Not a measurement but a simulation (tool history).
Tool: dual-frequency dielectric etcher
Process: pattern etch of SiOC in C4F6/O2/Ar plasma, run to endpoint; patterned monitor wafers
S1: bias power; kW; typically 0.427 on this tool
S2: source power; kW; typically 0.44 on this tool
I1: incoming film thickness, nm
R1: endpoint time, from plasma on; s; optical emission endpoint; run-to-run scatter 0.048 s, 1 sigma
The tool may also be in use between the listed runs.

Run 1, hour 0: usual settings; I1 42.75. Result: R1 14.2 s.
Run 2, hour 99.9: usual settings; I1 42.6. Result: R1 14 s.
Run 3, hour 180.2: usual settings; I1 42.67. Result: R1 14 s.
Run 4, hour 257.3: usual settings but S1 0.372 kW; I1 42.59. Result: R1 14.4 s.
Run 5, hour 328.1: usual settings but S1 0.372 kW; I1 42.43. Result: R1 14.4 s.
Run 6, hour 425.8: usual settings but S1 0.372 kW; I1 42.72. Result: R1 14.4 s.
Run 7, hour 513.5: usual settings but S2 0.51 kW; I1 43.04. Result: R1 13.3 s.
Run 8, hour 566.6: usual settings but S2 0.51 kW; I1 42.13. Result: R1 13 s.
Run 9, hour 747.7: usual settings but S2 0.51 kW; I1 42.57. Result: R1 13 s.
Run 10, hour 821.5: usual settings but S1 0.475 kW; I1 43.02. Result: R1 14 s.
Run 11, hour 1139.6: usual settings but S1 0.475 kW; I1 42.91. Result: R1 14.1 s.
Run 12, hour 1182.2: usual settings but S1 0.475 kW; I1 42.59. Result: R1 13.9 s.
Run 13, hour 1241.1: usual settings; I1 42.56. Result: R1 14.3 s.
Run 14, hour 1325: usual settings; I1 42.62. Result: R1 14 s.
Run 15, hour 1378.7: usual settings but S2 0.48 kW; I1 43.06. Result: R1 13.5 s.
Run 16, hour 1459.3: usual settings but S2 0.48 kW; I1 42.91. Result: R1 13.4 s.
Run 17, hour 1512.6: usual settings but S1 0.359 kW, S2 0.37 kW; I1 42.49. Result: R1 15.8 s.
Run 18, hour 1548.6: usual settings but S1 0.505 kW, S2 0.5 kW; I1 42.47. Result: R1 12.7 s.
Run 19, hour 1584.8: usual settings but S1 0.374 kW, S2 0.5 kW; I1 42.52. Result: R1 13.4 s.
Run 20, hour 1641.6: usual settings but S1 0.476 kW, S2 0.37 kW; I1 42.39. Result: R1 15.1 s.
Run 21, hour 1747.8: usual settings but S1 0.342 kW, S2 0.48 kW; I1 42.58. Result: R1 13.7 s.
Run 22, hour 1797.8: usual settings; I1 42.7. Result: R1 14 s.
Run 23, hour 1893.4: usual settings; I1 42.49. Result: R1 13.9 s.
Run 24, hour 1991: usual settings; I1 42.06. Result: R1 13.9 s.
Run 25, hour 2092.7: usual settings but S1 0.459 kW, S2 0.49 kW; I1 42.86. Result: R1 12.6 s.
Run 26, hour 2166.5: usual settings but S1 0.496 kW, S2 0.51 kW; I1 42.47. Result: R1 11.9 s.
Run 27, hour 2214.6: usual settings; I1 42.9. Result: R1 14.2 s.
Run 28, hour 2272.6: usual settings; I1 42.42. Result: R1 14 s.
Run 29, hour 2369.1: usual settings but S1 0.393 kW, S2 0.35 kW; I1 42.38. Result: R1 18.6 s.
Run 30, hour 2410.9: usual settings but S1 0.485 kW, S2 0.37 kW; I1 42.53. Result: R1 16.3 s.
Run 31, hour 2672.5: usual settings; I1 42.78. Result: R1 14.2 s.
Run 32, hour 2713.8: usual settings but S1 0.36 kW, S2 0.53 kW; I1 42.3. Result: R1 12.7 s.
Run 33, hour 2779.8: usual settings but S1 0.5 kW, S2 0.4 kW; I1 42.44. Result: R1 14.6 s.

Not shown: 9 entries that the log had between the listed runs. Between which runs, and how does the tool's hidden state differ before and after?
Between runs 2 and 3: wet clean of the chamber (hour 178.3)
  etch rate over this chamber's usual, %: -1.03 -> -0.113
Between runs 8 and 9: wet clean of the chamber (hour 657.5)
  etch rate over this chamber's usual, %: -1.15 -> -0.48
Between runs 10 and 11: source power generator calibrated (hour 938.5); bias power generator calibrated (hour 1100)
  etch rate over this chamber's usual, %: -0.677 -> -1.53
Between runs 13 and 14: wet clean of the chamber (hour 1268)
  etch rate over this chamber's usual, %: -1.8 -> -0.00325
Between runs 20 and 21: upper electrode replaced, of another model than before (hour 1693.3); wet clean of the chamber (hour 1747.3)
  etch rate over this chamber's usual, %: -0.852 -> 0.338
Between runs 27 and 28: wet clean of the chamber (hour 2239.8)
  etch rate over this chamber's usual, %: -0.914 -> -0.0665
Between runs 32 and 33: wet clean of the chamber (hour 2743.9)
  etch rate over this chamber's usual, %: -1.25 -> 0.0972
